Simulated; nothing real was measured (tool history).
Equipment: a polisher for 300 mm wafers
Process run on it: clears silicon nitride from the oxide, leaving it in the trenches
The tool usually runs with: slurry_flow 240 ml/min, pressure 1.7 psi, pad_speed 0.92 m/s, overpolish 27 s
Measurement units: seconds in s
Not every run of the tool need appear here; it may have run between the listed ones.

run	day	slurry_flow	pressure	pad_speed	overpolish	incoming thickness of the incoming film, nm	seconds
1	0	240	1.7	0.92	19	69.3	163.7
2	0.271	240	1.7	0.92	19	69.5	165.6
3	0.871	240	1.7	0.92	19	71.2	166.9
4	1.275	240	1.7	0.92	27	69.8	170.5
5	1.929	240	1.7	0.92	27	70.8	167.7
6	2.521	240	1.7	0.92	27	71.3	172.3
7	3.05	240	1.7	0.92	27	69.8	172.3
8	3.475	240	1.7	0.92	27	70.5	176.2
9	3.792	240	1.7	1.02	27	69.4	158.2
# day 4.562: worn pad replaced by a new one, of another model than before
10	4.583	240	1.7	1.02	27	70.2	148.6
# day 4.85: slurry nozzle cleaned
# day 5.558: head pressure recalibrated
11	6.683	240	1.7	0.92	27	68.7	157.5
12	7.379	240	1.7	0.92	27	70.1	167
13	7.792	240	1.7	0.92	27	70.8	170.3
14	8.092	275	1.7	1.22	22	70.3	150.4
15	8.342	280	1.7	0.92	27	71	172.5
16	8.9	290	1.4	1.06	13	69.9	180.9
17	10.329	240	1.7	1.06	27	69	164.1
18	11.042	240	1.3	0.92	27	70.3	208.6
# day 11.579: worn pad replaced by a new one
19	11.6	195	1.7	1.12	27	70	148.7
20	12.179	325	1.7	1.06	19	69.8	150.2
21	12.517	185	1.7	1.16	27	70.2	147.1
22	13.004	240	1.7	1.02	27	70.1	152.9
23	13.304	290	2.2	0.76	34	69.2	140.9
24	13.629	215	1.7	1.02	20	71.2	163.9
25	14.025	240	2	1.04	27	69.2	135.7
26	14.738	240	1.7	0.92	27	70.1	165.8

Pick out some run-to-run changes in seconds. Of each, how much would a tool without hidden state show as well, from the settings, what came in and chance, and how much is left for the hidden state and any gauge scatter not in both results compared?
Hidden state present: removal rate lost through wear of the pad, %; slurry flow missing at the pad, %; deviation of the head's pressure from its setpoint, %.
Run 9 -> 10: worn pad replaced by a new one, of another model than before. seconds -9.6 s: hidden state -13.7, all else +4.1.
Run 17 -> 18: pressure 1.7 -> 1.3, pad_speed 1.06 -> 0.92. seconds +44.5 s: hidden state +4.4, all else +40.1.
Run 18 -> 19: slurry_flow 240 -> 195, pressure 1.3 -> 1.7, pad_speed 0.92 -> 1.12, worn pad replaced by a new one. seconds -59.9 s: hidden state -18.2, all else -41.7.
